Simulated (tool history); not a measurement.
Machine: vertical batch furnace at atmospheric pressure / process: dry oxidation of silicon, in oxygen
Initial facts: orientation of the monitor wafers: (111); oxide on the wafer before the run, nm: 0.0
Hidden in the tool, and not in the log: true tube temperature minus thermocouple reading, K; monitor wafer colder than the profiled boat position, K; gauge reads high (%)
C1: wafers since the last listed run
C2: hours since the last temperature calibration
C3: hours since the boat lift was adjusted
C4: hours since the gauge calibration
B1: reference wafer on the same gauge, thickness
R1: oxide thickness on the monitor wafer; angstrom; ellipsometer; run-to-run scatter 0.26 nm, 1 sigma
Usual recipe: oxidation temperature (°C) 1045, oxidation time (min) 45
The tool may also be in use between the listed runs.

run 1 hour=0 | oxidation_temperature_(°C)=1045 oxidation_time_(min)=45 | C1=0 C2=4660.2 C3=1816.3 C4=875.3 | B1=59.72 | R1=743.7
run 2 hour=43.7 | oxidation_temperature_(°C)=1045 oxidation_time_(min)=45 | C1=445 C2=4703.9 C3=1860 C4=919 | B1=59.64 | R1=742.7
run 3 hour=156.2 | oxidation_temperature_(°C)=1045 oxidation_time_(min)=45 | C1=1147 C2=4816.4 C3=1972.5 C4=1031.5 | B1=59.72 | R1=742.4
run 4 hour=217.1 | oxidation_temperature_(°C)=1045 oxidation_time_(min)=45 | C1=621 C2=4877.3 C3=2033.4 C4=1092.4 | B1=59.74 | R1=747.4
run 5 hour=275.1 | oxidation_temperature_(°C)=1045 oxidation_time_(min)=45 | C1=591 C2=4935.3 C3=2091.4 C4=1150.4 | B1=59.72 | R1=744.1
run 6 hour=300.5 | oxidation_temperature_(°C)=1053 oxidation_time_(min)=56.5 | C1=259 C2=4960.7 C3=2116.8 C4=1175.8 | B1=59.66 | R1=900.6
run 7 hour=327.2 | oxidation_temperature_(°C)=1053 oxidation_time_(min)=56.5 | C1=272 C2=4987.4 C3=2143.5 C4=1202.5 | B1=59.67 | R1=902.7
run 8 hour=375.9 | oxidation_temperature_(°C)=1053 oxidation_time_(min)=56.5 | C1=496 C2=5036.1 C3=2192.2 C4=1251.2 | B1=59.72 | R1=900.8
run 9 hour=404.2 | oxidation_temperature_(°C)=1045 oxidation_time_(min)=45 | C1=288 C2=5064.4 C3=2220.5 C4=1279.5 | B1=59.71 | R1=743.8
run 10 hour=466.7 | oxidation_temperature_(°C)=1045 oxidation_time_(min)=45 | C1=637 C2=5126.9 C3=2283 C4=1342 | B1=59.67 | R1=749
run 11 hour=523.9 | oxidation_temperature_(°C)=1026 oxidation_time_(min)=45 | C1=583 C2=5184.1 C3=2340.2 C4=1399.2 | B1=59.69 | R1=663.7
-- hour=570.3 thermocouples replaced and temperature profile calibrated
run 12 hour=570.8 | oxidation_temperature_(°C)=1045 oxidation_time_(min)=45 | C1=233 C2=0.5 C3=2387.1 C4=1446.1 | B1=59.7 | R1=720.1
run 13 hour=605.3 | oxidation_temperature_(°C)=1045 oxidation_time_(min)=45 | C1=351 C2=35 C3=2421.6 C4=1480.6 | B1=59.8 | R1=721.5
run 14 hour=643.8 | oxidation_temperature_(°C)=1045 oxidation_time_(min)=45 | C1=392 C2=73.5 C3=2460.1 C4=1519.1 | B1=59.79 | R1=719.9
run 15 hour=668.5 | oxidation_temperature_(°C)=1045 oxidation_time_(min)=45 | C1=251 C2=98.2 C3=2484.8 C4=1543.8 | B1=59.7 | R1=719.3
run 16 hour=714.1 | oxidation_temperature_(°C)=1061 oxidation_time_(min)=32.5 | C1=465 C2=143.8 C3=2530.4 C4=1589.4 | B1=59.73 | R1=646.7
run 17 hour=775.3 | oxidation_temperature_(°C)=1029 oxidation_time_(min)=45 | C1=624 C2=205 C3=2591.6 C4=1650.6 | B1=59.72 | R1=653.5
run 18 hour=815.6 | oxidation_temperature_(°C)=1036 oxidation_time_(min)=30.5 | C1=411 C2=245.3 C3=2631.9 C4=1690.9 | B1=59.7 | R1=531.1
run 19 hour=984.1 | oxidation_temperature_(°C)=1045 oxidation_time_(min)=45 | C1=1718 C2=413.8 C3=2800.4 C4=1859.4 | B1=59.81 | R1=718.5
run 20 hour=1028.1 | oxidation_temperature_(°C)=1045 oxidation_time_(min)=45 | C1=448 C2=457.8 C3=2844.4 C4=1903.4 | B1=59.63 | R1=720.4
run 21 hour=1054.8 | oxidation_temperature_(°C)=1035 oxidation_time_(min)=35.5 | C1=272 C2=484.5 C3=2871.1 C4=1930.1 | B1=59.8 | R1=580.1
run 22 hour=1090.5 | oxidation_temperature_(°C)=1069 oxidation_time_(min)=24 | C1=364 C2=520.2 C3=2906.8 C4=1965.8 | B1=59.79 | R1=560.1
-- hour=1193.3 gauge calibrated
run 23 hour=1269.3 | oxidation_temperature_(°C)=1056 oxidation_time_(min)=60.5 | C1=1823 C2=699 C3=3085.6 C4=76 | B1=59.72 | R1=929
-- hour=1357.5 boat lift adjusted
run 24 hour=1358 | oxidation_temperature_(°C)=1045 oxidation_time_(min)=31 | C1=659 C2=787.7 C3=0.5 C4=164.7 | B1=59.74 | R1=565.4
run 25 hour=1364.3 | oxidation_temperature_(°C)=1045 oxidation_time_(min)=45 | C1=64 C2=794 C3=6.8 C4=171 | B1=59.66 | R1=720.7
run 26 hour=1408.1 | oxidation_temperature_(°C)=1030 oxidation_time_(min)=26.5 | C1=446 C2=837.8 C3=50.6 C4=214.8 | B1=59.76 | R1=469.6
run 27 hour=1438.3 | oxidation_temperature_(°C)=1045 oxidation_time_(min)=29.5 | C1=308 C2=868 C3=80.8 C4=245 | B1=59.63 | R1=549.5
run 28 hour=1493.6 | oxidation_temperature_(°C)=1028 oxidation_time_(min)=55 | C1=564 C2=923.3 C3=136.1 C4=300.3 | B1=59.71 | R1=745.3
run 29 hour=1518.6 | oxidation_temperature_(°C)=1055 oxidation_time_(min)=66.5 | C1=254 C2=948.3 C3=161.1 C4=325.3 | B1=59.65 | R1=985.5
run 30 hour=1571.7 | oxidation_temperature_(°C)=1038 oxidation_time_(min)=29 | C1=541 C2=1001.4 C3=214.2 C4=378.4 | B1=59.66 | R1=521.8
run 31 hour=1631.8 | oxidation_temperature_(°C)=1065 oxidation_time_(min)=35.5 | C1=613 C2=1061.5 C3=274.3 C4=438.5 | B1=59.76 | R1=701.6
run 32 hour=1701.8 | oxidation_temperature_(°C)=1038 oxidation_time_(min)=29 | C1=713 C2=1131.5 C3=344.3 C4=508.5 | B1=59.7 | R1=527
run 33 hour=1743 | oxidation_temperature_(°C)=1045 oxidation_time_(min)=45 | C1=420 C2=1172.7 C3=385.5 C4=549.7 | B1=59.62 | R1=722.3
run 34 hour=1811.8 | oxidation_temperature_(°C)=1055 oxidation_time_(min)=34 | C1=701 C2=1241.5 C3=454.3 C4=618.5 | B1=59.77 | R1=642.6
run 35 hour=1847.1 | oxidation_temperature_(°C)=1038 oxidation_time_(min)=29 | C1=360 C2=1276.8 C3=489.6 C4=653.8 | B1=59.59 | R1=522.9
run 36 hour=1918.9 | oxidation_temperature_(°C)=1045 oxidation_time_(min)=45 | C1=732 C2=1348.6 C3=561.4 C4=725.6 | B1=59.74 | R1=725.1
run 37 hour=1961.6 | oxidation_temperature_(°C)=1045 oxidation_time_(min)=45 | C1=435 C2=1391.3 C3=604.1 C4=768.3 | B1=59.68 | R1=727.9
run 38 hour=2022.6 | oxidation_temperature_(°C)=1031 oxidation_time_(min)=26.5 | C1=622 C2=1452.3 C3=665.1 C4=829.3 | B1=59.65 | R1=476.1

The logged runs with the hidden state left out (each run's random variation unchanged):
run=1 R1=720.2
run=2 R1=719
run=3 R1=718.2
run=4 R1=722.7
run=5 R1=719.3
run=6 R1=870.3
run=7 R1=872.2
run=8 R1=870.1
run=9 R1=718.4
run=10 R1=723.1
run=11 R1=638.9
run=12 R1=719.9
run=13 R1=721.1
run=14 R1=719.3
run=15 R1=718.6
run=16 R1=645.9
run=17 R1=652.4
run=18 R1=530.1
run=19 R1=716.4
run=20 R1=718.1
run=21 R1=578
run=22 R1=557.8
run=23 R1=924.6
run=24 R1=562.4
run=25 R1=716.8
run=26 R1=466.7
run=27 R1=546.2
run=28 R1=740.4
run=29 R1=979.3
run=30 R1=518.2
run=31 R1=696.2
run=32 R1=522.9
run=33 R1=716.7
run=34 R1=637.1
run=35 R1=518.4
run=36 R1=718.6
run=37 R1=721.3
run=38 R1=471.2
